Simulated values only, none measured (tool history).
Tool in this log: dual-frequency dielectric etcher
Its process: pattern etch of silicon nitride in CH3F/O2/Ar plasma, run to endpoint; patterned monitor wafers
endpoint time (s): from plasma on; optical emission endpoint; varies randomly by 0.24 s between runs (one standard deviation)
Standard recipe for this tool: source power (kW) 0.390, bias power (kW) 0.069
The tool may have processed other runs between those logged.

run	hour	source power (kW)	bias power (kW)	wafers since the last listed run	hours since the last wet clean	hours since the last source power generator calibration	hours since the last bias power generator calibration	hours since the last upper electrode change	incoming incoming film thickness, nm	endpoint time (s)
1	0.0	0.390	0.069	0	220.0	515.7	2382.3	3558.6	34.87	52.5
2	82.4	0.390	0.069	1550	302.4	598.1	2464.7	3641.0	34.92	52.7
3	157.9	0.390	0.069	1420	377.9	673.6	2540.2	3716.5	34.64	52.6
# hour 208.5: wet clean of the chamber
4	258.1	0.410	0.069	1433	49.6	773.8	2640.4	3816.7	35.12	51.8
5	307.2	0.390	0.069	923	98.7	822.9	2689.5	3865.8	35.07	52.9
6	346.0	0.390	0.069	729	137.5	861.7	2728.3	3904.6	35.18	53.1
7	425.1	0.390	0.069	1487	216.6	940.8	2807.4	3983.7	34.93	53.3
8	530.5	0.390	0.069	1982	322.0	1046.2	2912.8	4089.1	34.69	52.5
9	598.4	0.390	0.060	1277	389.9	1114.1	2980.7	4157.0	34.90	54.8
# hour 679.1: wet clean of the chamber
10	679.6	0.390	0.060	1075	0.5	1195.3	3061.9	4238.2	34.97	54.8
# hour 715.4: bias power generator calibrated
11	954.0	0.390	0.069	5086	274.9	1469.7	238.6	4512.6	35.20	53.6
12	1041.6	0.390	0.069	1647	362.5	1557.3	326.2	4600.2	34.81	53.1
13	1133.0	0.390	0.069	1719	453.9	1648.7	417.6	4691.6	34.82	53.4
# hour 1172.8: wet clean of the chamber
14	1211.4	0.330	0.061	1023	38.6	1727.1	496.0	4770.0	34.59	60.3
15	1296.9	0.390	0.069	1608	124.1	1812.6	581.5	4855.5	34.99	53.2
# hour 1308.5: source power generator calibrated
16	1349.7	0.390	0.069	917	176.9	41.2	634.3	4908.3	34.80	52.0
17	1399.5	0.320	0.083	936	226.7	91.0	684.1	4958.1	34.73	54.6
18	1474.3	0.340	0.083	1407	301.5	165.8	758.9	5032.9	34.72	52.5
# hour 1578.2: wet clean of the chamber
19	1578.7	0.350	0.069	1512	0.5	270.2	863.3	5137.3	34.92	55.4
# hour 1630.3: upper electrode replaced
20	1630.8	0.450	0.052	528	52.6	322.3	915.4	0.5	35.13	52.2
21	1694.3	0.390	0.069	1194	116.1	385.8	978.9	64.0	34.81	51.8
22	1791.7	0.330	0.069	1832	213.5	483.2	1076.3	161.4	34.61	56.7
23	1861.9	0.390	0.069	1320	283.7	553.4	1146.5	231.6	34.79	52.2
24	1960.1	0.330	0.077	1847	381.9	651.6	1244.7	329.8	34.92	55.5
# hour 2038.1: wet clean of the chamber
25	2038.6	0.320	0.084	1025	0.5	730.1	1323.2	408.3	34.97	55.2
26	2084.8	0.310	0.069	869	46.7	776.3	1369.4	454.5	34.51	59.5
27	2326.5	0.390	0.074	4546	288.4	1018.0	1611.1	696.2	34.62	50.9

Describe how what the log doesn't record of the tool's condition differs between the last listed run preceding each entry between runs and the first listed run following it.
Logged between run 3 and run 4: wet clean of the chamber (hour 208.5)
  source power that arrives over what is set, %: -1.88 -> -2.12
  what was measured, less what the result would be without the hidden state, endpoint time (s): +0.5 -> +0.6
Logged between run 9 and run 10: wet clean of the chamber (hour 679.1)
  source power that arrives over what is set, %: -2.92 -> -3.11
  what was measured, less what the result would be without the hidden state, endpoint time (s): +0.9 -> +1.0
Logged between run 10 and run 11: bias power generator calibrated (hour 715.4)
  source power that arrives over what is set, %: -3.11 -> -3.76
  what was measured, less what the result would be without the hidden state, endpoint time (s): +1.0 -> +1.1
Logged between run 13 and run 14: wet clean of the chamber (hour 1172.8)
  source power that arrives over what is set, %: -4.18 -> -4.37
  what was measured, less what the result would be without the hidden state, endpoint time (s): +1.2 -> +1.5
Logged between run 15 and run 16: source power generator calibrated (hour 1308.5)
  source power that arrives over what is set, %: -4.57 -> 0.931
  what was measured, less what the result would be without the hidden state, endpoint time (s): +1.4 -> -0.3
Logged between run 18 and run 19: wet clean of the chamber (hour 1578.2)
  source power that arrives over what is set, %: 0.637 -> 0.39
  what was measured, less what the result would be without the hidden state, endpoint time (s): -0.2 -> -0.1
Logged between run 19 and run 20: upper electrode replaced (hour 1630.3)
  source power that arrives over what is set, %: 0.39 -> 0.267
  what was measured, less what the result would be without the hidden state, endpoint time (s): -0.1 -> -0.1
Logged between run 24 and run 25: wet clean of the chamber (hour 2038.1)
  source power that arrives over what is set, %: -0.511 -> -0.696
  what was measured, less what the result would be without the hidden state, endpoint time (s): +0.2 -> +0.2
